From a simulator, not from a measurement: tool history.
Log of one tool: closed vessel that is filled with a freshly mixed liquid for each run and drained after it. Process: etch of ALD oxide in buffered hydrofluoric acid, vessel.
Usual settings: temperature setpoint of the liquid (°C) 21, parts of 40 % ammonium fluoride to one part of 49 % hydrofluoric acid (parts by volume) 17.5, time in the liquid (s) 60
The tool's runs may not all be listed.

run   hour  temperature setpoint of the liquid (°C)  parts of 40 % ammonium fluoride to one part of 49 % hydrofluoric acid (parts by volume)  time in the liquid (s)  wafers since the last listed run  hours since the thermometer was replaced  hours since the hydrofluoric acid flow meter was replaced  hours since the gauge calibration  read-back film thickness of the ALD oxide reference wafer, read on the same gauge (nm)  thickness taken off the ALD oxide on a monitor wafer (angstrom)
  1      0                                       21                                                                                     17.5                      40                                 0                                    1503.5                                                     1929.8                              238.8                                                                                   70.01                                                            325.2
  2   11.7                                     19.5                                                                                     17.5                      60                              1037                                    1515.2                                                     1941.5                              250.5                                                                                   70.01                                                            448.2
  3   27.6                                     19.5                                                                                     17.5                      60                              1409                                    1531.1                                                     1957.4                              266.4                                                                                      70                                                            449.5
  4   40.3                                       21                                                                                     13.5                      60                              1125                                    1543.8                                                     1970.1                              279.1                                                                                   70.03                                                            635.1
  5   54.6                                       21                                                                                     13.5                      60                              1267                                    1558.1                                                     1984.4                              293.4                                                                                   69.99                                                            626.6
  6   72.5                                       21                                                                                     17.5                      60                              1586                                      1576                                                     2002.3                              311.3                                                                                   70.02                                                            486.6
  7   85.8                                       21                                                                                     17.5                      60                              1178                                    1589.3                                                     2015.6                              324.6                                                                                      70                                                            484.2
  8  103.1                                       21                                                                                     17.5                      60                              1533                                    1606.6                                                     2032.9                              341.9                                                                                      70                                                            485.9
       112  -- gauge calibrated
  9  116.8                                       23                                                                                     17.5                      60                              1214                                    1620.3                                                     2046.6                                4.8                                                                                      70                                                            543.6
     159.5  -- thermometer replaced
 10  162.2                                       23                                                                                     17.5                      60                              3935                                       2.7                                                       2092                               50.2                                                                                   69.98                                                            491.6
 11  171.9                                       23                                                                                     17.5                      60                               859                                      12.4                                                     2101.7                               59.9                                                                                      70                                                            498.4
 12  187.7                                       21                                                                                     17.5                      60                              1400                                      28.2                                                     2117.5                               75.7                                                                                   70.01                                                            446.2
 13    210                                       21                                                                                     22.5                      60                              1976                                      50.5                                                     2139.8                                 98                                                                                   69.99                                                              357
     226.7  -- hydrofluoric acid flow meter replaced
 14  227.2                                       21                                                                                     17.5                      60                              1435                                      67.7                                                        0.5                              115.2                                                                                   69.98                                                            444.4
 15    235                                       21                                                                                     19.5                      30                               691                                      75.5                                                        8.3                                123                                                                                   70.01                                                            198.1
     236.1  -- thermometer replaced, repeated, since the last time left the tool worse
 16  249.7                                       21                                                                                     14.5                      60                              1214                                      13.6                                                         23                              137.7                                                                                   69.99                                                            630.6
 17    264                                       17                                                                                     17.5                      85                              1267                                      27.9                                                       37.3                                152                                                                                   70.04                                                            585.4
 18  271.1                                       21                                                                                       13                      70                               629                                        35                                                       44.4                              159.1                                                                                   70.01                                                            816.1
 19  281.1                                       21                                                                                     17.5                      60                               886                                        45                                                       54.4                              169.1                                                                                   69.99                                                            523.2

Run 20 comes next. What will it give?
 20  289.4                                       17                                                                                     17.5                      85                               735                                      53.3                                                       62.7                              177.4                                                                                       ?                                                                ?

Run 20 gave read-back film thickness of the ALD oxide reference wafer, read on the same gauge (nm) 70.01, thickness taken off the ALD oxide on a monitor wafer (angstrom) 592.7.
Without the tool's hidden state the same run would have given thickness taken off the ALD oxide on a monitor wafer (angstrom) 601.3.
